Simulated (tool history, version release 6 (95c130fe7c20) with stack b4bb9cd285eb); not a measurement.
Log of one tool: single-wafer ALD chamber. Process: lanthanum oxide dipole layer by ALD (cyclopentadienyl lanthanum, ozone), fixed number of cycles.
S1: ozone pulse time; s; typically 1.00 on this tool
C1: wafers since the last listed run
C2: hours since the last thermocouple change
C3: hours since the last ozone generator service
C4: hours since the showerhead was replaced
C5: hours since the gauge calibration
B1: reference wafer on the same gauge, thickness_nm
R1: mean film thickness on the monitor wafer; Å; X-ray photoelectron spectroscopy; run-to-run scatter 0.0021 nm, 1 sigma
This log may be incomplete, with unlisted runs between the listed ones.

Run 1, day 0.000: usual settings but S1 0.87 s; C1 0; C2 1334.7; C3 1463.6; C4 2552.8; C5 823.9; B1 0.491. Result: R1 4.99 Å.
Run 2, day 0.775: usual settings but S1 0.87 s; C1 430; C2 1353.3; C3 1482.2; C4 2571.4; C5 842.5; B1 0.492. Result: R1 4.98 Å.
Run 3, day 1.308: usual settings; C1 296; C2 1366.1; C3 1495.0; C4 2584.2; C5 855.3; B1 0.491. Result: R1 5.36 Å.
Run 4, day 2.404: usual settings; C1 609; C2 1392.4; C3 1521.3; C4 2610.5; C5 881.6; B1 0.491. Result: R1 5.35 Å.
Run 5, day 3.767: usual settings; C1 757; C2 1425.1; C3 1554.0; C4 2643.2; C5 914.3; B1 0.491. Result: R1 5.34 Å.
Run 6, day 4.754: usual settings; C1 548; C2 1448.8; C3 1577.7; C4 2666.9; C5 938.0; B1 0.491. Result: R1 5.33 Å.
Run 7, day 5.358: usual settings; C1 335; C2 1463.3; C3 1592.2; C4 2681.4; C5 952.5; B1 0.491. Result: R1 5.36 Å.
At day 6.017: thermocouple changed; heater temperature recalibrated.
Run 8, day 6.192: usual settings; C1 277; C2 4.2; C3 1612.2; C4 2701.4; C5 972.5; B1 0.491. Result: R1 5.36 Å.
Run 9, day 6.958: usual settings but S1 0.78 s; C1 426; C2 22.6; C3 1630.6; C4 2719.8; C5 990.9; B1 0.491. Result: R1 4.61 Å.
Run 10, day 7.658: usual settings but S1 0.91 s; C1 389; C2 39.4; C3 1647.4; C4 2736.6; C5 1007.7; B1 0.491. Result: R1 5.10 Å.
Run 11, day 8.504: usual settings but S1 0.68 s; C1 470; C2 59.7; C3 1667.7; C4 2756.9; C5 1028.0; B1 0.491. Result: R1 4.12 Å.
Run 12, day 9.358: usual settings but S1 0.77 s; C1 474; C2 80.2; C3 1688.2; C4 2777.4; C5 1048.5; B1 0.490. Result: R1 4.59 Å.
Run 13, day 10.438: usual settings but S1 0.82 s; C1 599; C2 106.1; C3 1714.1; C4 2803.3; C5 1074.4; B1 0.490. Result: R1 4.79 Å.
Run 14, day 14.371: usual settings but S1 1.14 s; C1 2186; C2 200.5; C3 1808.5; C4 2897.7; C5 1168.8; B1 0.491. Result: R1 5.62 Å.
Run 15, day 15.488: usual settings; C1 620; C2 227.3; C3 1835.3; C4 2924.5; C5 1195.6; B1 0.491. Result: R1 5.36 Å.
Run 16, day 16.246: usual settings but S1 0.65 s; C1 421; C2 245.5; C3 1853.5; C4 2942.7; C5 1213.8; B1 0.491. Result: R1 3.92 Å.
Run 17, day 17.379: usual settings but S1 1.33 s; C1 629; C2 272.7; C3 1880.7; C4 2969.9; C5 1241.0; B1 0.491. Result: R1 5.88 Å.
Run 18, day 18.183: usual settings but S1 0.83 s; C1 446; C2 292.0; C3 1900.0; C4 2989.2; C5 1260.3; B1 0.491. Result: R1 4.83 Å.
Run 19, day 19.500: usual settings; C1 731; C2 323.6; C3 1931.6; C4 3020.8; C5 1291.9; B1 0.492. Result: R1 5.35 Å.
Run 20, day 20.250: usual settings but S1 0.87 s; C1 416; C2 341.6; C3 1949.6; C4 3038.8; C5 1309.9; B1 0.491. Result: R1 4.96 Å.
At day 22.550: ozone generator serviced.
At day 23.642: showerhead replaced.
Run 21, day 24.471: usual settings but S1 0.88 s; C1 1975; C2 442.9; C3 46.1; C4 19.9; C5 1411.2; B1 0.491. Result: R1 5.01 Å.
At day 24.775: gauge calibrated.
Run 22, day 25.617: usual settings; C1 636; C2 470.4; C3 73.6; C4 47.4; C5 20.2; B1 0.491. Result: R1 5.39 Å.
Run 23, day 26.825: usual settings but S1 0.74 s; C1 671; C2 499.4; C3 102.6; C4 76.4; C5 49.2; B1 0.491. Result: R1 4.41 Å.
Run 24, day 28.183: usual settings but S1 1.40 s; C1 754; C2 532.0; C3 135.2; C4 109.0; C5 81.8; B1 0.491. Result: R1 5.91 Å.
Run 25, day 28.871: usual settings but S1 1.31 s; C1 382; C2 548.5; C3 151.7; C4 125.5; C5 98.3; B1 0.492. Result: R1 5.88 Å.
Run 26, day 30.325: usual settings but S1 1.18 s; C1 808; C2 583.4; C3 186.6; C4 160.4; C5 133.2; B1 0.491. Result: R1 5.72 Å.
Run 27, day 30.854: usual settings; C1 294; C2 596.1; C3 199.3; C4 173.1; C5 145.9; B1 0.491. Result: R1 5.38 Å.
Run 28, day 32.112: usual settings but S1 1.28 s; C1 699; C2 626.3; C3 229.5; C4 203.3; C5 176.1; B1 0.491. Result: R1 5.84 Å.
Run 29, day 33.317: usual settings; C1 669; C2 655.2; C3 258.4; C4 232.2; C5 205.0; B1 0.491. Result: R1 5.36 Å.
Run 30, day 34.475: usual settings but S1 0.61 s; C1 643; C2 683.0; C3 286.2; C4 260.0; C5 232.8; B1 0.491. Result: R1 3.62 Å.
Run 31, day 35.475: usual settings but S1 0.66 s; C1 555; C2 707.0; C3 310.2; C4 284.0; C5 256.8; B1 0.491. Result: R1 3.97 Å.
Run 32, day 37.588: usual settings but S1 0.84 s; C1 1174; C2 757.7; C3 360.9; C4 334.7; C5 307.5; B1 0.491. Result: R1 4.89 Å.
Run 33, day 38.854: usual settings but S1 0.81 s; C1 704; C2 788.1; C3 391.3; C4 365.1; C5 337.9; B1 0.491. Result: R1 4.74 Å.
Run 34, day 40.338: usual settings but S1 1.39 s; C1 824; C2 823.7; C3 426.9; C4 400.7; C5 373.5; B1 0.491. Result: R1 5.92 Å.

What if the next run were any one of these 5? Each begins from the tool's condition after run 34:
Run A, day 40.354: usual settings; C1 9; C2 824.1; C3 427.3; C4 401.1; C5 373.9; B1 ?. Result: R1 ?.
Run B, day 40.354: usual settings but S1 1.34 s; C1 9; C2 824.1; C3 427.3; C4 401.1; C5 373.9; B1 ?. Result: R1 ?.
Run C, day 40.354: usual settings but S1 0.72 s; C1 9; C2 824.1; C3 427.3; C4 401.1; C5 373.9; B1 ?. Result: R1 ?.
Run D, day 40.354: usual settings but S1 1.30 s; C1 9; C2 824.1; C3 427.3; C4 401.1; C5 373.9; B1 ?. Result: R1 ?.
Run E, day 40.354: usual settings but S1 0.62 s; C1 9; C2 824.1; C3 427.3; C4 401.1; C5 373.9; B1 ?. Result: R1 ?.

run     B1    R1
  A  0.491  5.34
  B  0.491  5.86
  C  0.491  4.32
  D  0.491  5.83
  E  0.491  3.70
Without the tool's unlogged condition, the same runs would have read:
run    R1
  A  5.34
  B  5.86
  C  4.32
  D  5.83
  E  3.70
